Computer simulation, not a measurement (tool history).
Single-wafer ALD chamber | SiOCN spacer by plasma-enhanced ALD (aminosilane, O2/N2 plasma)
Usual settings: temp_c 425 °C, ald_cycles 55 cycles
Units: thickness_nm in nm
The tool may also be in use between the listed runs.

| run | day | temp_c | ald_cycles | read-back reference wafer on the same gauge, thickness_nm | thickness_nm |
|---|---|---|---|---|---|
| 1 | 0.000 | 425 | 55 | 3.276 | 3.190 |
| 2 | 3.308 | 425 | 55 | 3.278 | 3.184 |
| 3 | 6.408 | 431 | 51 | 3.278 | 2.897 |
| 4 | 8.708 | 425 | 63 | 3.281 | 3.673 |
| 5 | 10.583 | 425 | 63 | 3.281 | 3.662 |
|  | 14.904 | thermocouple changed; heater temperature recalibrated |
| 6 | 23.617 | 425 | 55 | 3.279 | 3.167 |
| 7 | 25.783 | 425 | 55 | 3.280 | 3.171 |
| 8 | 29.275 | 425 | 55 | 3.280 | 3.182 |
| 9 | 38.583 | 425 | 55 | 3.278 | 3.197 |
| 10 | 41.625 | 425 | 55 | 3.282 | 3.199 |
| 11 | 43.542 | 425 | 55 | 3.282 | 3.194 |
| 12 | 47.129 | 425 | 55 | 3.283 | 3.198 |
| 13 | 48.996 | 425 | 55 | 3.280 | 3.198 |
|  | 49.733 | thermocouple changed; heater temperature recalibrated |
| 14 | 50.721 | 425 | 55 | 3.281 | 3.144 |
| 15 | 52.383 | 425 | 55 | 3.278 | 3.151 |
| 16 | 56.746 | 425 | 55 | 3.283 | 3.164 |
| 17 | 59.542 | 425 | 55 | 3.277 | 3.186 |
| 18 | 62.696 | 425 | 55 | 3.281 | 3.183 |
| 19 | 64.375 | 425 | 55 | 3.276 | 3.174 |
| 20 | 68.250 | 425 | 55 | 3.281 | 3.201 |
| 21 | 71.571 | 425 | 55 | 3.282 | 3.199 |
| 22 | 75.746 | 431 | 60 | 3.280 | 3.428 |
| 23 | 78.300 | 430 | 45 | 3.280 | 2.583 |
|  | 80.921 | gauge calibrated |
| 24 | 81.767 | 413 | 46 | 3.281 | 2.794 |
| 25 | 84.233 | 430 | 63 | 3.280 | 3.616 |
| 26 | 87.196 | 430 | 44 | 3.281 | 2.524 |
| 27 | 90.912 | 413 | 65 | 3.279 | 3.928 |
|  | 92.992 | thermocouple changed; heater temperature recalibrated |
| 28 | 93.012 | 438 | 45 | 3.281 | 2.455 |
| 29 | 99.242 | 432 | 49 | 3.279 | 2.739 |
| 30 | 100.871 | 425 | 55 | 3.283 | 3.165 |
| 31 | 108.158 | 436 | 61 | 3.280 | 3.405 |
| 32 | 112.479 | 437 | 62 | 3.280 | 3.440 |
| 33 | 116.800 | 425 | 55 | 3.278 | 3.177 |
| 34 | 130.125 | 421 | 45 | 3.280 | 2.655 |
| 35 | 132.558 | 425 | 59 | 3.282 | 3.434 |
|  | 133.379 | thermocouple changed; heater temperature recalibrated |
| 36 | 135.975 | 425 | 55 | 3.281 | 3.162 |
| 37 | 139.242 | 419 | 48 | 3.282 | 2.809 |
| 38 | 142.954 | 436 | 64 | 3.280 | 3.584 |
| 39 | 145.921 | 417 | 44 | 3.280 | 2.605 |
| 40 | 148.988 | 425 | 55 | 3.278 | 3.195 |
| 41 | 150.950 | 410 | 66 | 3.281 | 4.019 |
| 42 | 153.879 | 415 | 61 | 3.280 | 3.675 |
| 43 | 158.125 | 419 | 58 | 3.280 | 3.433 |

Forecast each of these 4 alternatives for the next run:
| A | 158.146 | 425 | 55 | ? | ? |
| B | 158.146 | 418 | 48 | ? | ? |
| C | 158.146 | 416 | 65 | ? | ? |
| D | 158.146 | 429 | 48 | ? | ? |

| run | read-back reference wafer on the same gauge, thickness_nm | thickness_nm |
|---|---|---|
| A | 3.277 | 3.199 |
| B | 3.277 | 2.854 |
| C | 3.277 | 3.889 |
| D | 3.277 | 2.756 |
Without the tool's hidden state the same runs would have given:
| run | thickness_nm |
|---|---|
| A | 3.140 |
| B | 2.803 |
| C | 3.820 |
| D | 2.705 |

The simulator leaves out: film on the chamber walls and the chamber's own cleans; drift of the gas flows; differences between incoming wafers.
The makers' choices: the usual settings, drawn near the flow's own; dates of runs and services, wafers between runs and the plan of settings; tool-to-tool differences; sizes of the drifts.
